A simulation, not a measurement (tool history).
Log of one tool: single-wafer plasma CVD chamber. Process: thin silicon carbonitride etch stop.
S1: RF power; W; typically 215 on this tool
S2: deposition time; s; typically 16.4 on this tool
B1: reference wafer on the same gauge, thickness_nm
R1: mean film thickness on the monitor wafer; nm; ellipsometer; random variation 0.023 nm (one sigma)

Run 1, hour 0: usual settings but S1 205 W; B1 11.021. Result: R1 9.039 nm.
Run 2, hour 12.9: usual settings; B1 11.019. Result: R1 9.24 nm.
Run 3, hour 25.2: usual settings; B1 11.023. Result: R1 9.192 nm.
Run 4, hour 33.1: usual settings; B1 11.018. Result: R1 9.224 nm.
Run 5, hour 45.4: usual settings but S1 225 W, S2 18.3 s; B1 11.017. Result: R1 10.47 nm.
Run 6, hour 59.4: usual settings but S1 225 W, S2 18.3 s; B1 11.016. Result: R1 10.487 nm.
Run 7, hour 72.7: usual settings but S1 185 W; B1 11.025. Result: R1 8.709 nm.
Run 8, hour 90.7: usual settings but S1 185 W; B1 11.026. Result: R1 8.667 nm.
Run 9, hour 103: usual settings but S1 185 W; B1 11.016. Result: R1 8.653 nm.
Run 10, hour 117.2: usual settings; B1 11.021. Result: R1 9.165 nm.
Run 11, hour 138.7: usual settings; B1 11.025. Result: R1 8.914 nm.
Run 12, hour 144.4: usual settings but S1 225 W; B1 11.023. Result: R1 9.21 nm.
Run 13, hour 159.6: usual settings; B1 11.021. Result: R1 8.971 nm.
Run 14, hour 168.1: usual settings but S1 245 W, S2 17.5 s; B1 11.024. Result: R1 10.397 nm.
Run 15, hour 181.4: usual settings but S1 245 W, S2 17.5 s; B1 11.019. Result: R1 10.31 nm.
Run 16, hour 198.6: usual settings but S1 245 W; B1 11.02. Result: R1 9.691 nm.
Run 17, hour 213.1: usual settings but S1 250 W, S2 19.1 s; B1 11.019. Result: R1 11.355 nm.
Run 18, hour 230.8: usual settings but S1 260 W, S2 19.6 s; B1 11.024. Result: R1 12.006 nm.
Run 19, hour 261.9: usual settings; B1 11.022. Result: R1 9.553 nm.
Run 20, hour 275.1: usual settings but S1 195 W, S2 17.8 s; B1 11.026. Result: R1 9.6 nm.
Run 21, hour 289: usual settings but S1 185 W, S2 14.6 s; B1 11.02. Result: R1 7.545 nm.
Run 22, hour 298.1: usual settings; B1 11.016. Result: R1 9.493 nm.
Run 23, hour 311.6: usual settings but S1 185 W, S2 14.6 s; B1 11.021. Result: R1 7.533 nm.
Run 24, hour 326.6: usual settings but S1 200 W, S2 19.4 s; B1 11.018. Result: R1 10.669 nm.
Run 25, hour 334.8: usual settings but S1 235 W, S2 14.7 s; B1 11.019. Result: R1 9.009 nm.
Run 26, hour 344.3: usual settings but S2 18.8 s; B1 11.016. Result: R1 10.846 nm.
Run 27, hour 357.1: usual settings but S2 17.2 s; B1 11.023. Result: R1 9.947 nm.
Run 28, hour 365.3: usual settings; B1 11.019. Result: R1 9.46 nm.
Run 29, hour 375.1: usual settings; B1 11.019. Result: R1 9.444 nm.
Run 30, hour 384.7: usual settings; B1 11.021. Result: R1 9.432 nm.
Run 31, hour 395.2: usual settings; B1 11.015. Result: R1 9.444 nm.

The log once held 4 entries between its listed runs, left out of this copy. Where does each go, and what is different about the tool's unlogged condition between the listed run before it and the listed run after it?
Runs 10 to 11: showerhead replaced, of another model than before (hour 138.2)
  delivered RF power above the setpoint (%): -8.16 -> -8.31
  measured minus no-state result, R1: -0.319 -> -0.567 nm
Runs 13 to 14: gauge calibrated (hour 162.2)
  delivered RF power above the setpoint (%): -8.46 -> -8.52
  measured minus no-state result, R1: -0.583 -> -0.68 nm
Runs 18 to 19: RF generator calibrated (hour 257.9); thermocouple changed; heater temperature recalibrated (hour 261.4)
  delivered RF power above the setpoint (%): -8.97 -> -0.193
  measured minus no-state result, R1: -0.834 -> -0.013 nm

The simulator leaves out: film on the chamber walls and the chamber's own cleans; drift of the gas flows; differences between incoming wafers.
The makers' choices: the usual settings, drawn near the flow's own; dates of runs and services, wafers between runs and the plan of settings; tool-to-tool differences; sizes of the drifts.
